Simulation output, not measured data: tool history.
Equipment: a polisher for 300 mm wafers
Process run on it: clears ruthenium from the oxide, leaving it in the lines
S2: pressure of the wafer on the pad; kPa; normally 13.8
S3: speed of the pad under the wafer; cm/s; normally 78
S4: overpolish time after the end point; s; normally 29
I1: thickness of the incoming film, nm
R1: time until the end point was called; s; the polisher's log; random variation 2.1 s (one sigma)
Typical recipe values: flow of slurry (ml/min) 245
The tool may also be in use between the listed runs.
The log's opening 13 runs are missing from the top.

-- hour=164.2 worn pad replaced by a new one, of another model than before
run 14 hour=164.7 | flow_of_slurry_(ml/min)=205 S2=13.8 S3=78 S4=29 | I1=150.9 | R1=178.5
-- hour=168.7 head pressure recalibrated
run 15 hour=193.2 | flow_of_slurry_(ml/min)=205 S2=13.8 S3=78 S4=29 | I1=150.2 | R1=162.9
run 16 hour=204.9 | flow_of_slurry_(ml/min)=185 S2=13.8 S3=78 S4=29 | I1=150.1 | R1=167.7
run 17 hour=218.6 | flow_of_slurry_(ml/min)=245 S2=13.8 S3=78 S4=29 | I1=149.5 | R1=157.2
run 18 hour=232.6 | flow_of_slurry_(ml/min)=205 S2=9.7 S3=96 S4=13 | I1=152.4 | R1=208.6
run 19 hour=242.5 | flow_of_slurry_(ml/min)=245 S2=15.2 S3=98 S4=29 | I1=148.5 | R1=126.3
run 20 hour=249.7 | flow_of_slurry_(ml/min)=245 S2=13.8 S3=78 S4=29 | I1=149.2 | R1=156.6
run 21 hour=256.2 | flow_of_slurry_(ml/min)=205 S2=13.8 S3=78 S4=29 | I1=150.7 | R1=166.3
run 22 hour=273.4 | flow_of_slurry_(ml/min)=300 S2=11.7 S3=78 S4=25 | I1=149.9 | R1=184.3
-- hour=275.4 slurry nozzle cleaned
run 23 hour=289.4 | flow_of_slurry_(ml/min)=245 S2=13.8 S3=102 S4=29 | I1=149.8 | R1=136.4
run 24 hour=306.0 | flow_of_slurry_(ml/min)=245 S2=13.8 S3=78 S4=29 | I1=149.4 | R1=164.3
run 25 hour=314.2 | flow_of_slurry_(ml/min)=320 S2=10.3 S3=92 S4=21 | I1=149.4 | R1=186.0
run 26 hour=331.4 | flow_of_slurry_(ml/min)=315 S2=13.8 S3=78 S4=29 | I1=148.4 | R1=156.2
run 27 hour=347.2 | flow_of_slurry_(ml/min)=165 S2=11.7 S3=78 S4=18 | I1=148.8 | R1=204.3
run 28 hour=359.2 | flow_of_slurry_(ml/min)=245 S2=13.8 S3=78 S4=35 | I1=149.4 | R1=163.0
run 29 hour=376.5 | flow_of_slurry_(ml/min)=175 S2=12.4 S3=88 S4=39 | I1=152.0 | R1=185.2
run 30 hour=408.8 | flow_of_slurry_(ml/min)=245 S2=13.8 S3=78 S4=29 | I1=147.1 | R1=160.3
run 31 hour=418.5 | flow_of_slurry_(ml/min)=245 S2=11.7 S3=64 S4=35 | I1=149.8 | R1=215.8
run 32 hour=437.7 | flow_of_slurry_(ml/min)=220 S2=13.8 S3=104 S4=29 | I1=148.7 | R1=145.2
run 33 hour=446.8 | flow_of_slurry_(ml/min)=300 S2=11.7 S3=78 S4=25 | I1=148.3 | R1=191.3
run 34 hour=453.9 | flow_of_slurry_(ml/min)=325 S2=10.3 S3=78 S4=35 | I1=151.3 | R1=219.9
-- hour=458.2 worn pad replaced by a new one
run 35 hour=468.6 | flow_of_slurry_(ml/min)=275 S2=15.2 S3=78 S4=29 | I1=149.9 | R1=150.7

4 options for the next run, each taken on its own from the tool as it stands now. Forecast them:
run A hour=469.1 | flow_of_slurry_(ml/min)=245 S2=13.8 S3=78 S4=29 | I1=150.7 | R1=?
run B hour=469.1 | flow_of_slurry_(ml/min)=245 S2=17.2 S3=78 S4=29 | I1=150.7 | R1=?
run C hour=469.1 | flow_of_slurry_(ml/min)=245 S2=10.3 S3=78 S4=29 | I1=150.7 | R1=?
run D hour=469.1 | flow_of_slurry_(ml/min)=245 S2=13.8 S3=64 S4=29 | I1=150.7 | R1=?

run=A R1=170.6
run=B R1=136.5
run=C R1=227.5
run=D R1=187.9
Stripped of hidden state, with their random variation kept, the same runs would have yielded:
run=A R1=153.2
run=B R1=122.5
run=C R1=204.2
run=D R1=168.6

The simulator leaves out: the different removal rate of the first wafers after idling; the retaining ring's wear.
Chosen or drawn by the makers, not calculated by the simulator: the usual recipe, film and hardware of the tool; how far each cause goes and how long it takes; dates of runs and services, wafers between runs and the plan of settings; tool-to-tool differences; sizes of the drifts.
